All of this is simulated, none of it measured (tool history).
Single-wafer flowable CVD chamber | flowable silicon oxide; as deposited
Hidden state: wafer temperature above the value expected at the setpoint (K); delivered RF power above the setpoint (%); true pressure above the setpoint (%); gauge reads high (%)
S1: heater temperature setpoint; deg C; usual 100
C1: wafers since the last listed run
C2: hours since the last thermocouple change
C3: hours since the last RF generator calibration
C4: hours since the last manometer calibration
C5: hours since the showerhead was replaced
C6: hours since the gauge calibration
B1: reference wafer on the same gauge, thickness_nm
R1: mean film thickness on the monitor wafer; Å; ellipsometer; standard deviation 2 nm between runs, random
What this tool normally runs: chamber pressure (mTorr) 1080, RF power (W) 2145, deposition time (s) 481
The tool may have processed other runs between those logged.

{"run": 1, "hour": 0.0, "S1": 100, "chamber pressure (mTorr)": 1000, "RF power (W)": 2145, "deposition time (s)": 481, "C1": 0, "C2": 1218.6, "C3": 2035.6, "C4": 1124.2, "C5": 2592.3, "C6": 236.8, "B1": 398.298, "R1": 4041.54}
{"run": 2, "hour": 31.8, "S1": 100, "chamber pressure (mTorr)": 1080, "RF power (W)": 2145, "deposition time (s)": 481, "C1": 88, "C2": 1250.4, "C3": 2067.4, "C4": 1156, "C5": 2624.1, "C6": 268.6, "B1": 399.104, "R1": 4175.84}
{"run": 3, "hour": 59.5, "S1": 100, "chamber pressure (mTorr)": 1080, "RF power (W)": 2145, "deposition time (s)": 481, "C1": 77, "C2": 1278.1, "C3": 2095.1, "C4": 1183.7, "C5": 2651.8, "C6": 296.3, "B1": 399.364, "R1": 4194.13}
{"run": 4, "hour": 126.7, "S1": 100, "chamber pressure (mTorr)": 1080, "RF power (W)": 2145, "deposition time (s)": 481, "C1": 187, "C2": 1345.3, "C3": 2162.3, "C4": 1250.9, "C5": 2719, "C6": 363.5, "B1": 398.411, "R1": 4184.17}
{"run": 5, "hour": 179.7, "S1": 100, "chamber pressure (mTorr)": 1080, "RF power (W)": 2145, "deposition time (s)": 481, "C1": 147, "C2": 1398.3, "C3": 2215.3, "C4": 1303.9, "C5": 2772, "C6": 416.5, "B1": 399.44, "R1": 4138.81}
{"run": 6, "hour": 204.6, "S1": 100, "chamber pressure (mTorr)": 1080, "RF power (W)": 2145, "deposition time (s)": 481, "C1": 69, "C2": 1423.2, "C3": 2240.2, "C4": 1328.8, "C5": 2796.9, "C6": 441.4, "B1": 398.785, "R1": 4161.93}
{"run": 7, "hour": 251.4, "S1": 100, "chamber pressure (mTorr)": 1080, "RF power (W)": 2145, "deposition time (s)": 481, "C1": 130, "C2": 1470, "C3": 2287, "C4": 1375.6, "C5": 2843.7, "C6": 488.2, "B1": 399.65, "R1": 4169.83}
{"hour": 283.4, "done": "thermocouple changed; heater temperature recalibrated"}
{"run": 8, "hour": 285.6, "S1": 100, "chamber pressure (mTorr)": 1080, "RF power (W)": 2145, "deposition time (s)": 481, "C1": 73, "C2": 2.2, "C3": 2321.2, "C4": 1409.8, "C5": 2877.9, "C6": 522.4, "B1": 398.983, "R1": 4176.77}
{"run": 9, "hour": 316.6, "S1": 100, "chamber pressure (mTorr)": 1080, "RF power (W)": 1850, "deposition time (s)": 481, "C1": 86, "C2": 33.2, "C3": 2352.2, "C4": 1440.8, "C5": 2908.9, "C6": 553.4, "B1": 398.902, "R1": 4052.75}
{"run": 10, "hour": 367.8, "S1": 94, "chamber pressure (mTorr)": 1080, "RF power (W)": 2145, "deposition time (s)": 481, "C1": 142, "C2": 84.4, "C3": 2403.4, "C4": 1492, "C5": 2960.1, "C6": 604.6, "B1": 399.021, "R1": 4991.65}
{"run": 11, "hour": 404.2, "S1": 100, "chamber pressure (mTorr)": 890, "RF power (W)": 2390, "deposition time (s)": 481, "C1": 101, "C2": 120.8, "C3": 2439.8, "C4": 1528.4, "C5": 2996.5, "C6": 641, "B1": 399.141, "R1": 3798.89}
{"run": 12, "hour": 445.3, "S1": 100, "chamber pressure (mTorr)": 1080, "RF power (W)": 1845, "deposition time (s)": 508, "C1": 114, "C2": 161.9, "C3": 2480.9, "C4": 1569.5, "C5": 3037.6, "C6": 682.1, "B1": 399.167, "R1": 4326.92}
{"hour": 461.2, "done": "gauge calibrated"}
{"run": 13, "hour": 471.4, "S1": 106, "chamber pressure (mTorr)": 1080, "RF power (W)": 2145, "deposition time (s)": 481, "C1": 72, "C2": 188, "C3": 2507, "C4": 1595.6, "C5": 3063.7, "C6": 10.2, "B1": 399.21, "R1": 3489.02}
{"run": 14, "hour": 507.8, "S1": 105, "chamber pressure (mTorr)": 1080, "RF power (W)": 2145, "deposition time (s)": 576, "C1": 101, "C2": 224.4, "C3": 2543.4, "C4": 1632, "C5": 3100.1, "C6": 46.6, "B1": 398.554, "R1": 4335.67}
{"hour": 546.6, "done": "capacitance manometer re-zeroed and calibrated"}
{"hour": 553.3, "done": "RF generator calibrated"}
{"hour": 554.8, "done": "showerhead replaced"}
{"run": 15, "hour": 567.4, "S1": 100, "chamber pressure (mTorr)": 1080, "RF power (W)": 2145, "deposition time (s)": 481, "C1": 120, "C2": 284, "C3": 14.1, "C4": 20.8, "C5": 12.6, "C6": 106.2, "B1": 398.553, "R1": 4138.81}
{"run": 16, "hour": 593.2, "S1": 110, "chamber pressure (mTorr)": 1010, "RF power (W)": 1875, "deposition time (s)": 481, "C1": 72, "C2": 309.8, "C3": 39.9, "C4": 46.6, "C5": 38.4, "C6": 132, "B1": 399.105, "R1": 2934.49}
{"run": 17, "hour": 654.9, "S1": 100, "chamber pressure (mTorr)": 1080, "RF power (W)": 2145, "deposition time (s)": 481, "C1": 172, "C2": 371.5, "C3": 101.6, "C4": 108.3, "C5": 100.1, "C6": 193.7, "B1": 398.852, "R1": 4195.66}
{"run": 18, "hour": 705.3, "S1": 100, "chamber pressure (mTorr)": 1080, "RF power (W)": 2145, "deposition time (s)": 481, "C1": 140, "C2": 421.9, "C3": 152, "C4": 158.7, "C5": 150.5, "C6": 244.1, "B1": 398.873, "R1": 4213.38}

Consider 4 possible next runs. They are alternatives, not a sequence: every one starts from the tool as it was left by run 18. What does each give?
{"run": "A", "hour": 705.8, "S1": 100, "chamber pressure (mTorr)": 1080, "RF power (W)": 2145, "deposition time (s)": 481, "C1": 1, "C2": 422.4, "C3": 152.5, "C4": 159.2, "C5": 151, "C6": 244.6, "B1": "?", "R1": "?"}
{"run": "B", "hour": 705.8, "S1": 113, "chamber pressure (mTorr)": 1080, "RF power (W)": 2515, "deposition time (s)": 522, "C1": 1, "C2": 422.4, "C3": 152.5, "C4": 159.2, "C5": 151, "C6": 244.6, "B1": "?", "R1": "?"}
{"run": "C", "hour": 705.8, "S1": 106, "chamber pressure (mTorr)": 1240, "RF power (W)": 1765, "deposition time (s)": 445, "C1": 1, "C2": 422.4, "C3": 152.5, "C4": 159.2, "C5": 151, "C6": 244.6, "B1": "?", "R1": "?"}
{"run": "D", "hour": 705.8, "S1": 104, "chamber pressure (mTorr)": 920, "RF power (W)": 2250, "deposition time (s)": 565, "C1": 1, "C2": 422.4, "C3": 152.5, "C4": 159.2, "C5": 151, "C6": 244.6, "B1": "?", "R1": "?"}

run=A B1=399.513 R1=4192.64
run=B B1=399.513 R1=3180.96
run=C B1=399.513 R1=3400.51
run=D B1=399.513 R1=4022.64
Had the tool no hidden state, the same runs would have come out as:
run=A R1=4192.64
run=B R1=3180.96
run=C R1=3400.51
run=D R1=4022.64

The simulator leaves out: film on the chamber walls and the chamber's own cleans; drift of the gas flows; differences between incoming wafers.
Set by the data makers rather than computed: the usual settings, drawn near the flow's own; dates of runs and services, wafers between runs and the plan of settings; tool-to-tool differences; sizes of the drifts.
